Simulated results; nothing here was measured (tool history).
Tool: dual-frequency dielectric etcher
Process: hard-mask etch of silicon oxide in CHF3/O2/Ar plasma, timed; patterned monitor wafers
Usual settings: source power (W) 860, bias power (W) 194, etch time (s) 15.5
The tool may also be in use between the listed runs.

run    hour  source power (W)  bias power (W)  etch time (s)  wafers since the last listed run  hours since the last wet clean  hours since the last source power generator calibration  hours since the last bias power generator calibration  hours since the last upper electrode change  hours since the gauge calibration  read-back reference wafer on the same gauge, depth_nm  mean etch depth across the wafer (Å)
  1     0.0               860             194           15.5                                 0                            31.7                                                   1860.0                                                 2131.7                                       5025.2                             1319.9                                                  30.32                                 334.4
  2    40.9               860             194           15.5                               454                            72.6                                                   1900.9                                                 2172.6                                       5066.1                             1360.8                                                  30.30                                 335.4
  3    85.7               860             194           15.5                               498                           117.4                                                   1945.7                                                 2217.4                                       5110.9                             1405.6                                                  30.30                                 337.3
  4   138.9               860             194           15.5                               591                           170.6                                                   1998.9                                                 2270.6                                       5164.1                             1458.8                                                  30.29                                 338.0
  5   330.8               860             194           15.5                              2134                           362.5                                                   2190.8                                                 2462.5                                       5356.0                             1650.7                                                  30.31                                 342.5
      370.8  -- wet clean of the chamber
      412.8  -- upper electrode replaced
  6   413.3               860             194           15.5                               383                            42.5                                                   2273.3                                                 2545.0                                          0.5                             1733.2                                                  30.30                                 337.0
  7   446.6               860             194           15.5                               370                            75.8                                                   2306.6                                                 2578.3                                         33.8                             1766.5                                                  30.30                                 337.3
  8   512.5               860             194           15.5                               732                           141.7                                                   2372.5                                                 2644.2                                         99.7                             1832.4                                                  30.28                                 337.6
  9   561.3               860             194           15.5                               542                           190.5                                                   2421.3                                                 2693.0                                        148.5                             1881.2                                                  30.32                                 339.2
 10   618.4               860             194           15.5                               635                           247.6                                                   2478.4                                                 2750.1                                        205.6                             1938.3                                                  30.34                                 342.5
      659.3  -- gauge calibrated
 11   679.2               860             194           15.5                               676                           308.4                                                   2539.2                                                 2810.9                                        266.4                               19.9                                                  30.29                                 344.2
      714.2  -- bias power generator calibrated
      718.4  -- wet clean of the chamber
 12   762.6               730             194           15.5                               835                            44.2                                                   2622.6                                                   48.4                                        349.8                              103.3                                                  30.31                                 317.9
      785.9  -- source power generator calibrated
 13   801.4              1080             235           17.5                               387                            83.0                                                     15.5                                                   87.2                                        388.6                              142.1                                                  30.35                                 432.7
 14   867.2               860             194           15.5                               731                           148.8                                                     81.3                                                  153.0                                        454.4                              207.9                                                  30.32                                 335.2
 15   900.6               710             212           17.5                               371                           182.2                                                    114.7                                                  186.4                                        487.8                              241.3                                                  30.29                                 361.0
 16   935.7               860             194           15.5                               390                           217.3                                                    149.8                                                  221.5                                        522.9                              276.4                                                  30.27                                 335.2
 17   960.1               710             194           13.5                               271                           241.7                                                    174.2                                                  245.9                                        547.3                              300.8                                                  30.30                                 271.5
 18  1010.5               860             194           12.5                               560                           292.1                                                    224.6                                                  296.3                                        597.7                              351.2                                                  30.30                                 272.1
 19  1068.4               860             194           15.5                               643                           350.0                                                    282.5                                                  354.2                                        655.6                              409.1                                                  30.29                                 338.7
     1145.2  -- wet clean of the chamber
 20  1227.5               860             194           15.5                              1502                            82.3                                                    441.6                                                  513.3                                        814.7                              568.2                                                  30.32                                 332.4
 21  1285.9               860             194           15.5                               649                           140.7                                                    500.0                                                  571.7                                        873.1                              626.6                                                  30.28                                 333.6
 22  1315.8              1060             217           17.5                               332                           170.6                                                    529.9                                                  601.6                                        903.0                              656.5                                                  30.29                                 422.5
 23  1368.9               740             194           15.5                               590                           223.7                                                    583.0                                                  654.7                                        956.1                              709.6                                                  30.30                                 318.1
 24  1432.2               800             231           15.5                               704                           287.0                                                    646.3                                                  718.0                                       1019.4                              772.9                                                  30.32                                 346.6
 25  1500.6               800             231           15.5                               760                           355.4                                                    714.7                                                  786.4                                       1087.8                              841.3                                                  30.29                                 345.5
     1614.8  -- wet clean of the chamber
 26  1679.6               670             176           15.5                              1723                            64.8                                                    893.7                                                  965.4                                       1266.8                             1020.3                                                  30.30                                 294.2
 27  1742.9               860             211           18.0                               704                           128.1                                                    957.0                                                 1028.7                                       1330.1                             1083.6                                                  30.28                                 398.9
 28  1772.1               670             194           15.5                               324                           157.3                                                    986.2                                                 1057.9                                       1359.3                             1112.8                                                  30.28                                 305.9
 29  1803.6               660             208           19.0                               350                           188.8                                                   1017.7                                                 1089.4                                       1390.8                             1144.3                                                  30.25                                 381.1

Some steps in mean etch depth across the wafer (Å) between neighbouring runs. How much of each would the tool show without its hidden state too (settings, what came in, random variation), and how much is left for the hidden state, with any gauge scatter that isn't in both results?
The hidden state here: etch rate over this chamber's usual, %; source power that arrives over what is set, %; bias power that arrives over what is set, %; gauge reads high (%).
Run 5 -> 6: wet clean of the chamber, upper electrode replaced. mean etch depth across the wafer (Å) -5.5: hidden state -6.9, all else +1.4.
Run 12 -> 13: source power (W) 730 -> 1080, bias power (W) 194 -> 235, etch time (s) 15.5 -> 17.5, source power generator calibrated. mean etch depth across the wafer (Å) +114.8: hidden state -4.5, all else +119.3.
Run 19 -> 20: wet clean of the chamber. mean etch depth across the wafer (Å) -6.3: hidden state -6.1, all else -0.2.
Run 26 -> 27: source power (W) 670 -> 860, bias power (W) 176 -> 211, etch time (s) 15.5 -> 18.0. mean etch depth across the wafer (Å) +104.7: hidden state +2.4, all else +102.3.
